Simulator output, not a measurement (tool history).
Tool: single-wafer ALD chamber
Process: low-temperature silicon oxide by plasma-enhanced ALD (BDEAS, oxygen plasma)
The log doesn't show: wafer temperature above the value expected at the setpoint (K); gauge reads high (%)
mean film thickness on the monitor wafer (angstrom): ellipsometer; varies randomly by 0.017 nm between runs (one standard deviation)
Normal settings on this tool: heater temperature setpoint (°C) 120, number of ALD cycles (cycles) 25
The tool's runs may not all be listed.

run   hour  heater temperature setpoint (°C)  number of ALD cycles (cycles)  wafers since the last listed run  hours since the last thermocouple change  hours since the gauge calibration  read-back reference wafer on the same gauge, thickness_nm  mean film thickness on the monitor wafer (angstrom)
  1      0                               120                             25                                 0                                     847.1                              229.8                                                      2.657                                                31.69
  2    7.9                               120                             25                               106                                       855                              237.7                                                       2.65                                                31.85
  3   25.3                               120                             25                               234                                     872.4                              255.1                                                      2.646                                                31.68
  4   33.8                               120                             25                               114                                     880.9                              263.6                                                      2.648                                                31.73
  5   45.2                               120                             25                               153                                     892.3                                275                                                      2.645                                                31.81
  6   56.2                               120                             23                               148                                     903.3                                286                                                      2.644                                                29.16
  7   72.9                               120                             25                               224                                       920                              302.7                                                      2.648                                                32.23
  8   90.8                               120                             25                               241                                     937.9                              320.6                                                      2.654                                                31.61
  9  103.8                               120                             25                               175                                     950.9                              333.6                                                       2.65                                                31.95
 10  114.1                               120                             29                               138                                     961.2                              343.9                                                      2.648                                                36.75
 11  120.2                               120                             25                                82                                     967.3                                350                                                       2.65                                                31.66
 12  142.7                               120                             25                               303                                     989.8                              372.5                                                      2.656                                                31.91
 13  152.2                               120                             25                               127                                     999.3                                382                                                      2.651                                                31.65
 14    169                               120                             25                               226                                    1016.1                              398.8                                                      2.652                                                31.56
 15  186.2                               120                             25                               231                                    1033.3                                416                                                      2.651                                                31.81
 16  194.4                               120                             25                               110                                    1041.5                              424.2                                                      2.652                                                31.79
 17  208.6                               120                             28                               191                                    1055.7                              438.4                                                       2.65                                                35.63
     224.2  -- thermocouple changed; heater temperature recalibrated
 18  224.7                               120                             28                               109                                       0.5                              454.5                                                      2.646                                                 36.1
 19  232.6                               112                             25                               106                                       8.4                              462.4                                                      2.644                                                 32.1
 20  242.8                               120                             25                               137                                      18.6                              472.6                                                      2.649                                                31.79
 21  253.4                               129                             23                               142                                      29.2                              483.2                                                      2.648                                                28.73
 22  260.6                               120                             25                                96                                      36.4                              490.4                                                      2.649                                                32.02
     269.7  -- gauge calibrated
 23  270.7                               134                             25                               136                                      46.5                                  1                                                      2.654                                                31.22
 24  285.9                               105                             28                               204                                      61.7                               16.2                                                      2.642                                                36.75
 25  295.3                               134                             30                               126                                      71.1                               25.6                                                      2.652                                                37.13
 26  309.1                               120                             25                               185                                      84.9                               39.4                                                      2.653                                                31.84
 27  333.3                               113                             28                               325                                     109.1                               63.6                                                      2.642                                                36.43
 28  348.6                               120                             25                               206                                     124.4                               78.9                                                      2.654                                                31.76
 29  381.6                               120                             25                               444                                     157.4                              111.9                                                      2.651                                                31.82
 30  393.9                               120                             25                               165                                     169.7                              124.2                                                      2.649                                                32.07
 31  403.3                               110                             20                               126                                     179.1                              133.6                                                      2.648                                                25.91
 32  409.5                               130                             22                                83                                     185.3                              139.8                                                      2.644                                                27.57
 33  425.8                               128                             21                               219                                     201.6                              156.1                                                      2.653                                                26.49
 34  433.8                               120                             25                               107                                     209.6                              164.1                                                      2.647                                                31.83
 35  441.1                               120                             25                                98                                     216.9                              171.4                                                      2.653                                                32.03
 36  452.7                               106                             25                               156                                     228.5                                183                                                      2.656                                                32.78
 37  468.5                               126                             21                               212                                     244.3                              198.8                                                      2.654                                                26.58
 38  478.9                               126                             21                               140                                     254.7                              209.2                                                      2.654                                                 26.5
 39  488.1                               120                             21                               123                                     263.9                              218.4                                                      2.652                                                26.54
 40  501.5                               128                             24                               180                                     277.3                              231.8                                                       2.65                                                29.86
 41  512.1                               127                             25                               142                                     287.9                              242.4                                                      2.656                                                31.49

What differs in the tool's unlogged condition from the final listed run ahead of each entry between runs to the first listed run following it?
Run 17 -> run 18: thermocouple changed; heater temperature recalibrated (hour 224.2)
  no hidden state differs between the two runs
Run 22 -> run 23: gauge calibrated (hour 269.7)
  no hidden state differs between the two runs

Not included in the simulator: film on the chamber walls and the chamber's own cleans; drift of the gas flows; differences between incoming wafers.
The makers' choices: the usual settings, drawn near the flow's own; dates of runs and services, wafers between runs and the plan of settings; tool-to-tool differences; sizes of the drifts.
